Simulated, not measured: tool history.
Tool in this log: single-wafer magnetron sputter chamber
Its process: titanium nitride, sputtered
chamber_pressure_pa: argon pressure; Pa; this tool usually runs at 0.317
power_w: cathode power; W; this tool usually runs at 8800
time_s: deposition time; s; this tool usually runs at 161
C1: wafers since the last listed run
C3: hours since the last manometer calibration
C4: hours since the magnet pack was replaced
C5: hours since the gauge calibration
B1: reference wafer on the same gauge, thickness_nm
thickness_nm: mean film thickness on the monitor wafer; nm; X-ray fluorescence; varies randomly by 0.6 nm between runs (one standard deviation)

run 1 hour=0.0 | chamber_pressure_pa=0.317 power_w=8800 time_s=161 | C1=0 wafers_on_the_sputter_target=4246 C3=271.6 C4=4595.6 C5=2690.7 | B1=252.990 | thickness_nm=268.469
run 2 hour=107.2 | chamber_pressure_pa=0.385 power_w=8800 time_s=161 | C1=1007 wafers_on_the_sputter_target=5253 C3=378.8 C4=4702.8 C5=2797.9 | B1=252.951 | thickness_nm=263.947
run 3 hour=200.3 | chamber_pressure_pa=0.385 power_w=8800 time_s=161 | C1=874 wafers_on_the_sputter_target=6128 C3=471.9 C4=4795.9 C5=2891.0 | B1=252.978 | thickness_nm=264.307
run 4 hour=284.3 | chamber_pressure_pa=0.385 power_w=8800 time_s=161 | C1=789 wafers_on_the_sputter_target=6918 C3=555.9 C4=4879.9 C5=2975.0 | B1=253.086 | thickness_nm=263.515
run 5 hour=322.0 | chamber_pressure_pa=0.317 power_w=10000 time_s=161 | C1=354 wafers_on_the_sputter_target=7272 C3=593.6 C4=4917.6 C5=3012.7 | B1=252.900 | thickness_nm=298.393
run 6 hour=363.1 | chamber_pressure_pa=0.317 power_w=8800 time_s=161 | C1=386 wafers_on_the_sputter_target=7658 C3=634.7 C4=4958.7 C5=3053.8 | B1=252.966 | thickness_nm=268.543
-- hour=372.0 sputter target and shields replaced
run 7 hour=441.2 | chamber_pressure_pa=0.317 power_w=8800 time_s=161 | C1=658 wafers_on_the_sputter_target=649 C3=712.8 C4=5036.8 C5=3131.9 | B1=252.952 | thickness_nm=270.180
run 8 hour=481.0 | chamber_pressure_pa=0.317 power_w=8800 time_s=161 | C1=374 wafers_on_the_sputter_target=1023 C3=752.6 C4=5076.6 C5=3171.7 | B1=253.070 | thickness_nm=270.013
run 9 hour=550.3 | chamber_pressure_pa=0.317 power_w=8800 time_s=153 | C1=651 wafers_on_the_sputter_target=1675 C3=821.9 C4=5145.9 C5=3241.0 | B1=253.012 | thickness_nm=256.435
-- hour=625.7 magnet pack replaced
run 10 hour=849.1 | chamber_pressure_pa=0.317 power_w=8800 time_s=161 | C1=2732 wafers_on_the_sputter_target=4407 C3=1120.7 C4=223.4 C5=3539.8 | B1=252.949 | thickness_nm=271.427
run 11 hour=930.1 | chamber_pressure_pa=0.317 power_w=8800 time_s=170 | C1=761 wafers_on_the_sputter_target=5169 C3=1201.7 C4=304.4 C5=3620.8 | B1=253.043 | thickness_nm=287.163
run 12 hour=980.0 | chamber_pressure_pa=0.317 power_w=8800 time_s=161 | C1=468 wafers_on_the_sputter_target=5637 C3=1251.6 C4=354.3 C5=3670.7 | B1=252.997 | thickness_nm=271.689
run 13 hour=1047.8 | chamber_pressure_pa=0.421 power_w=9700 time_s=147 | C1=637 wafers_on_the_sputter_target=6275 C3=1319.4 C4=422.1 C5=3738.5 | B1=253.129 | thickness_nm=257.568
-- hour=1056.2 sputter target and shields replaced
run 14 hour=1366.3 | chamber_pressure_pa=0.256 power_w=8050 time_s=175 | C1=2917 wafers_on_the_sputter_target=2914 C3=1637.9 C4=740.6 C5=4057.0 | B1=252.974 | thickness_nm=281.534
run 15 hour=1436.1 | chamber_pressure_pa=0.317 power_w=8800 time_s=161 | C1=655 wafers_on_the_sputter_target=3569 C3=1707.7 C4=810.4 C5=4126.8 | B1=252.954 | thickness_nm=271.174
run 16 hour=1497.8 | chamber_pressure_pa=0.400 power_w=8800 time_s=161 | C1=579 wafers_on_the_sputter_target=4149 C3=1769.4 C4=872.1 C5=4188.5 | B1=252.959 | thickness_nm=263.245
run 17 hour=1568.5 | chamber_pressure_pa=0.436 power_w=8800 time_s=161 | C1=664 wafers_on_the_sputter_target=4814 C3=1840.1 C4=942.8 C5=4259.2 | B1=253.112 | thickness_nm=260.992
run 18 hour=1605.5 | chamber_pressure_pa=0.317 power_w=8800 time_s=161 | C1=347 wafers_on_the_sputter_target=5161 C3=1877.1 C4=979.8 C5=4296.2 | B1=253.041 | thickness_nm=271.587
run 19 hour=1682.9 | chamber_pressure_pa=0.317 power_w=8800 time_s=161 | C1=727 wafers_on_the_sputter_target=5889 C3=1954.5 C4=1057.2 C5=4373.6 | B1=253.118 | thickness_nm=271.165
-- hour=1750.3 capacitance manometer re-zeroed and calibrated
run 20 hour=1790.7 | chamber_pressure_pa=0.398 power_w=8800 time_s=161 | C1=937 wafers_on_the_sputter_target=6826 C3=40.4 C4=1165.0 C5=4481.4 | B1=253.069 | thickness_nm=260.754
run 21 hour=1890.5 | chamber_pressure_pa=0.317 power_w=9400 time_s=161 | C1=937 wafers_on_the_sputter_target=7764 C3=140.2 C4=1264.8 C5=4581.2 | B1=252.930 | thickness_nm=281.141
-- hour=1911.9 sputter target and shields replaced
run 22 hour=1996.7 | chamber_pressure_pa=0.317 power_w=9900 time_s=134 | C1=922 wafers_on_the_sputter_target=796 C3=246.4 C4=1371.0 C5=4687.4 | B1=252.984 | thickness_nm=244.056
-- hour=2021.2 gauge calibrated
run 23 hour=2069.4 | chamber_pressure_pa=0.317 power_w=9950 time_s=161 | C1=683 wafers_on_the_sputter_target=1480 C3=319.1 C4=1443.7 C5=48.2 | B1=252.860 | thickness_nm=294.340
run 24 hour=2164.6 | chamber_pressure_pa=0.411 power_w=8100 time_s=190 | C1=894 wafers_on_the_sputter_target=2374 C3=414.3 C4=1538.9 C5=143.4 | B1=253.055 | thickness_nm=288.879
run 25 hour=2260.3 | chamber_pressure_pa=0.317 power_w=8800 time_s=185 | C1=899 wafers_on_the_sputter_target=3274 C3=510.0 C4=1634.6 C5=239.1 | B1=252.941 | thickness_nm=310.423
run 26 hour=2344.2 | chamber_pressure_pa=0.317 power_w=6950 time_s=180 | C1=788 wafers_on_the_sputter_target=4062 C3=593.9 C4=1718.5 C5=323.0 | B1=252.988 | thickness_nm=254.396
run 27 hour=2426.5 | chamber_pressure_pa=0.351 power_w=10200 time_s=189 | C1=773 wafers_on_the_sputter_target=4835 C3=676.2 C4=1800.8 C5=405.3 | B1=252.929 | thickness_nm=348.906
run 28 hour=2514.6 | chamber_pressure_pa=0.373 power_w=7100 time_s=176 | C1=827 wafers_on_the_sputter_target=5663 C3=764.3 C4=1888.9 C5=493.4 | B1=253.024 | thickness_nm=248.685
run 29 hour=2589.1 | chamber_pressure_pa=0.317 power_w=10500 time_s=161 | C1=700 wafers_on_the_sputter_target=6363 C3=838.8 C4=1963.4 C5=567.9 | B1=253.049 | thickness_nm=307.900
-- hour=2623.1 sputter target and shields replaced
run 30 hour=2646.3 | chamber_pressure_pa=0.426 power_w=8800 time_s=183 | C1=462 wafers_on_the_sputter_target=217 C3=896.0 C4=2020.6 C5=625.1 | B1=252.986 | thickness_nm=296.997
run 31 hour=2750.7 | chamber_pressure_pa=0.283 power_w=8800 time_s=187 | C1=981 wafers_on_the_sputter_target=1198 C3=1000.4 C4=2125.0 C5=729.5 | B1=253.001 | thickness_nm=318.033
run 32 hour=2849.9 | chamber_pressure_pa=0.242 power_w=6900 time_s=185 | C1=932 wafers_on_the_sputter_target=2130 C3=1099.6 C4=2224.2 C5=828.7 | B1=253.017 | thickness_nm=267.004
run 33 hour=2925.0 | chamber_pressure_pa=0.317 power_w=8800 time_s=161 | C1=705 wafers_on_the_sputter_target=2836 C3=1174.7 C4=2299.3 C5=903.8 | B1=253.003 | thickness_nm=269.658

What if the next run were any one of these 5? Each begins from the tool's condition after run 33:
run A hour=2925.4 | chamber_pressure_pa=0.317 power_w=8800 time_s=177 | C1=3 wafers_on_the_sputter_target=2840 C3=1175.1 C4=2299.7 C5=904.2 | B1=? | thickness_nm=?
run B hour=2925.4 | chamber_pressure_pa=0.437 power_w=8800 time_s=141 | C1=3 wafers_on_the_sputter_target=2840 C3=1175.1 C4=2299.7 C5=904.2 | B1=? | thickness_nm=?
run C hour=2925.4 | chamber_pressure_pa=0.196 power_w=8800 time_s=187 | C1=3 wafers_on_the_sputter_target=2840 C3=1175.1 C4=2299.7 C5=904.2 | B1=? | thickness_nm=?
run D hour=2925.4 | chamber_pressure_pa=0.222 power_w=9500 time_s=151 | C1=3 wafers_on_the_sputter_target=2840 C3=1175.1 C4=2299.7 C5=904.2 | B1=? | thickness_nm=?
run E hour=2925.4 | chamber_pressure_pa=0.317 power_w=10300 time_s=161 | C1=3 wafers_on_the_sputter_target=2840 C3=1175.1 C4=2299.7 C5=904.2 | B1=? | thickness_nm=?

run=A B1=252.984 thickness_nm=296.664
run=B B1=252.984 thickness_nm=227.141
run=C B1=252.984 thickness_nm=326.394
run=D B1=252.984 thickness_nm=276.525
run=E B1=252.984 thickness_nm=303.634
The same runs, with their run-to-run variation unchanged, on a tool lacking any hidden condition would have given:
run=A thickness_nm=294.027
run=B thickness_nm=224.432
run=C thickness_nm=324.528
run=D thickness_nm=274.753
run=E thickness_nm=300.934

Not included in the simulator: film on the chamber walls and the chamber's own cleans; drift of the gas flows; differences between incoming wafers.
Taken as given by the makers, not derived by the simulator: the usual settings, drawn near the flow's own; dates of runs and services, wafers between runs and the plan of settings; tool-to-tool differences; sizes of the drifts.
